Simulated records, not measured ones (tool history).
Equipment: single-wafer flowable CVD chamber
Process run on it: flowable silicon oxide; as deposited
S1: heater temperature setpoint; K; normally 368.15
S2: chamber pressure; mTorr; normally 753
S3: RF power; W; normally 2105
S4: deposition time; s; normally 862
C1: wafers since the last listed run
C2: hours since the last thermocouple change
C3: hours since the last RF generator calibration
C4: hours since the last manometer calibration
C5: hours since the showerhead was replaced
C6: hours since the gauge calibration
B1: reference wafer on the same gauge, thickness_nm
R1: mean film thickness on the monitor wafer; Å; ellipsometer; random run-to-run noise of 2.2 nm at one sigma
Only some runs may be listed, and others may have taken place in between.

Run 1, hour 0.0: usual settings; C1 0; C2 1443.4; C3 2159.8; C4 1306.0; C5 4593.7; C6 293.3; B1 634.071. Result: R1 5437.71 Å.
At hour 9.0: gauge calibrated.
Run 2, hour 33.6: usual settings but S1 374.15 K; C1 64; C2 1477.0; C3 2193.4; C4 1339.6; C5 4627.3; C6 24.6; B1 633.420. Result: R1 4555.56 Å.
Run 3, hour 62.1: usual settings; C1 54; C2 1505.5; C3 2221.9; C4 1368.1; C5 4655.8; C6 53.1; B1 634.211. Result: R1 5423.44 Å.
Run 4, hour 83.2: usual settings but S4 755 s; C1 40; C2 1526.6; C3 2243.0; C4 1389.2; C5 4676.9; C6 74.2; B1 634.190. Result: R1 4718.20 Å.
Run 5, hour 109.3: usual settings; C1 50; C2 1552.7; C3 2269.1; C4 1415.3; C5 4703.0; C6 100.3; B1 634.634. Result: R1 5377.77 Å.
Run 6, hour 131.8: usual settings; C1 43; C2 1575.2; C3 2291.6; C4 1437.8; C5 4725.5; C6 122.8; B1 633.971. Result: R1 5318.25 Å.
Run 7, hour 157.4: usual settings; C1 49; C2 1600.8; C3 2317.2; C4 1463.4; C5 4751.1; C6 148.4; B1 634.528. Result: R1 5348.79 Å.
Run 8, hour 178.2: usual settings but S1 362.15 K; C1 40; C2 1621.6; C3 2338.0; C4 1484.2; C5 4771.9; C6 169.2; B1 633.985. Result: R1 6327.84 Å.
At hour 202.7: thermocouple changed; heater temperature recalibrated.
Run 9, hour 205.5: usual settings but S1 377.15 K; C1 37; C2 2.8; C3 2365.3; C4 1511.5; C5 4799.2; C6 196.5; B1 633.656. Result: R1 4565.64 Å.
Run 10, hour 233.6: usual settings; C1 54; C2 30.9; C3 2393.4; C4 1539.6; C5 4827.3; C6 224.6; B1 633.514. Result: R1 5859.06 Å.
At hour 246.3: RF generator calibrated.
Run 11, hour 248.0: usual settings; C1 12; C2 45.3; C3 1.7; C4 1554.0; C5 4841.7; C6 239.0; B1 633.923. Result: R1 5856.51 Å.
At hour 265.7: capacitance manometer re-zeroed and calibrated.
Run 12, hour 269.0: usual settings; C1 25; C2 66.3; C3 22.7; C4 3.3; C5 4862.7; C6 260.0; B1 633.789. Result: R1 5877.08 Å.
Run 13, hour 292.2: usual settings; C1 44; C2 89.5; C3 45.9; C4 26.5; C5 4885.9; C6 283.2; B1 634.002. Result: R1 5895.97 Å.
Run 14, hour 316.3: usual settings but S1 376.15 K, S4 964 s; C1 46; C2 113.6; C3 70.0; C4 50.6; C5 4910.0; C6 307.3; B1 634.076. Result: R1 5214.76 Å.
At hour 320.2: gauge calibrated.
Run 15, hour 332.7: usual settings but S2 892 mTorr, S4 926 s; C1 31; C2 130.0; C3 86.4; C4 67.0; C5 4926.4; C6 12.5; B1 634.217. Result: R1 7494.87 Å.
At hour 361.2: showerhead replaced, of another model than before.
Run 16, hour 361.7: usual settings but S4 812 s; C1 40; C2 159.0; C3 115.4; C4 96.0; C5 0.5; C6 41.5; B1 634.625. Result: R1 5521.78 Å.
Run 17, hour 374.0: usual settings but S1 356.15 K, S3 2410 W; C1 23; C2 171.3; C3 127.7; C4 108.3; C5 12.8; C6 53.8; B1 633.900. Result: R1 8412.76 Å.
Run 18, hour 392.7: usual settings but S2 697 mTorr; C1 35; C2 190.0; C3 146.4; C4 127.0; C5 31.5; C6 72.5; B1 633.758. Result: R1 5529.13 Å.
Run 19, hour 407.3: usual settings but S1 379.15 K, S2 819 mTorr, S3 1700 W, S4 753 s; C1 28; C2 204.6; C3 161.0; C4 141.6; C5 46.1; C6 87.1; B1 634.141. Result: R1 3656.94 Å.
Run 20, hour 438.4: usual settings but S2 866 mTorr, S3 2380 W, S4 771 s; C1 59; C2 235.7; C3 192.1; C4 172.7; C5 77.2; C6 118.2; B1 634.267. Result: R1 5948.85 Å.
Run 21, hour 483.6: usual settings but S2 803 mTorr, S3 2280 W, S4 770 s; C1 86; C2 280.9; C3 237.3; C4 217.9; C5 122.4; C6 163.4; B1 633.537. Result: R1 5611.28 Å.
Run 22, hour 512.9: usual settings; C1 56; C2 310.2; C3 266.6; C4 247.2; C5 151.7; C6 192.7; B1 633.765. Result: R1 5875.67 Å.
Run 23, hour 548.5: usual settings but S1 379.15 K, S2 910 mTorr, S3 1795 W, S4 750 s; C1 68; C2 345.8; C3 302.2; C4 282.8; C5 187.3; C6 228.3; B1 633.559. Result: R1 4038.80 Å.

Here are 3 independent what-if runs from the current tool condition. What would each one return?
Run A, hour 549.1: usual settings but S2 833 mTorr; C1 1; C2 346.4; C3 302.8; C4 283.4; C5 187.9; C6 228.9; B1 ?. Result: R1 ?.
Run B, hour 549.1: usual settings but S1 381.15 K, S2 904 mTorr, S4 974 s; C1 1; C2 346.4; C3 302.8; C4 283.4; C5 187.9; C6 228.9; B1 ?. Result: R1 ?.
Run C, hour 549.1: usual settings but S2 906 mTorr, S3 1745 W, S4 700 s; C1 1; C2 346.4; C3 302.8; C4 283.4; C5 187.9; C6 228.9; B1 ?. Result: R1 ?.

run       B1       R1
  A  633.744  6294.02
  B  633.744  5167.69
  C  633.744  5087.84
Without the tool's unlogged condition, the same runs would have read:
run       R1
  A  6333.28
  B  5199.84
  C  5119.57
